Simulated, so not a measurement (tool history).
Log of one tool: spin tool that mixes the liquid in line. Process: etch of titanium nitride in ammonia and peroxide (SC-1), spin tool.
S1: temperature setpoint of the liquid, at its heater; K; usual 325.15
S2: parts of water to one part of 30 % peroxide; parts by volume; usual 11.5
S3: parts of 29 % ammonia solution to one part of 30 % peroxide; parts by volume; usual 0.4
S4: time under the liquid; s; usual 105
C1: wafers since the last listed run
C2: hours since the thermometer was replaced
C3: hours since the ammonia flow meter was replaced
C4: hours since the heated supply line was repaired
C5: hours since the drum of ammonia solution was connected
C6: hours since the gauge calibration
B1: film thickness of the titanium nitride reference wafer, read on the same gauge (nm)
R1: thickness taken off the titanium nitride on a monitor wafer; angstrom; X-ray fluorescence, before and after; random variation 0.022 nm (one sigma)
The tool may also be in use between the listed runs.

run	hour	S1	S2	S3	S4	C1	C2	C3	C4	C5	C6	B1	R1
1	0	325.15	11.5	0.4	105	0	1985	1561.4	1335.6	161.7	95	90	61.9
2	35.3	325.15	11.5	0.4	105	221	2020.3	1596.7	1370.9	197	130.3	90	62.1
3	79.2	325.15	11.5	0.4	105	275	2064.2	1640.6	1414.8	240.9	174.2	89.99	61.7
# hour 103.5: new drum of ammonia solution connected
4	119.5	325.15	11.5	0.4	105	246	2104.5	1680.9	1455.1	16	214.5	90.01	61.5
5	159	329.65	13.5	0.4	105	247	2144	1720.4	1494.6	55.5	254	89.99	77.1
6	220.2	329.65	13.5	0.4	105	383	2205.2	1781.6	1555.8	116.7	315.2	90.03	76.7
7	286.1	329.65	13.5	0.4	105	413	2271.1	1847.5	1621.7	182.6	381.1	89.99	76.5
8	318.2	325.15	11.5	0.4	155	201	2303.2	1879.6	1653.8	214.7	413.2	89.99	90
# hour 349.2: heated supply line repaired
# hour 354.9: new drum of ammonia solution connected
9	362.7	325.15	8	0.4	105	266	2347.7	1924.1	13.5	7.8	457.7	90	78.1
10	396.2	325.15	8	0.4	105	210	2381.2	1957.6	47	41.3	491.2	89.98	78.6
11	463.5	325.15	8	0.4	105	422	2448.5	2024.9	114.3	108.6	558.5	90	77.9
12	489.1	325.15	11.5	0.4	105	160	2474.1	2050.5	139.9	134.2	584.1	89.99	64.3
13	546.1	319.65	5.5	0.45	145	357	2531.1	2107.5	196.9	191.2	641.1	89.99	89.2
# hour 575.3: new drum of ammonia solution connected
# hour 578.5: thermometer replaced
14	595.4	329.65	13.5	0.4	105	296	16.9	2156.8	246.2	20.1	690.4	89.99	80
15	642.5	325.15	11.5	0.55	105	295	64	2203.9	293.3	67.2	737.5	89.97	67.5
16	668.1	325.15	11.5	0.5	105	160	89.6	2229.5	318.9	92.8	763.1	89.99	66.9
17	693.4	325.15	11.5	0.45	105	158	114.9	2254.8	344.2	118.1	788.4	89.99	65.2
# hour 715.7: gauge calibrated
18	742.6	325.15	11.5	0.4	105	308	164.1	2304	393.4	167.3	26.9	89.99	63.7
# hour 750.6: ammonia flow meter replaced
# hour 790.8: new drum of ammonia solution connected
19	813.6	325.15	11.5	0.4	105	432	235.1	63	464.4	22.8	97.9	89.98	63.7
20	849.5	325.15	11.5	0.4	105	225	271	98.9	500.3	58.7	133.8	90	63.5
21	916.4	325.15	11.5	0.25	50	419	337.9	165.8	567.2	125.6	200.7	90.01	27.7
22	966.4	325.15	11.5	0.4	105	313	387.9	215.8	617.2	175.6	250.7	89.99	63.2
# hour 1010: new drum of ammonia solution connected
23	1023.5	315.65	8	0.25	140	351	445	272.9	674.3	13.5	307.8	90.01	47.5
24	1090.1	325.15	9	0.3	70	417	511.6	339.5	740.9	80.1	374.4	90.02	45.5
25	1120	325.15	16.5	0.6	120	187	541.5	369.4	770.8	110	404.3	90	63.4

Forecast each of these 3 alternatives for the next run:
A	1120.4	325.15	11.5	0.2	105	2	541.9	369.8	771.2	110.4	404.7	?	?
B	1120.4	318.65	8.5	0.55	145	2	541.9	369.8	771.2	110.4	404.7	?	?
C	1120.4	325.15	8.5	0.4	45	2	541.9	369.8	771.2	110.4	404.7	?	?

run	B1	R1
A	90.02	55.3
B	90.02	68.1
C	90.02	31.6
Without the tool's hidden state the same runs would have given:
run	R1
A	57.1
B	70.4
C	32.7

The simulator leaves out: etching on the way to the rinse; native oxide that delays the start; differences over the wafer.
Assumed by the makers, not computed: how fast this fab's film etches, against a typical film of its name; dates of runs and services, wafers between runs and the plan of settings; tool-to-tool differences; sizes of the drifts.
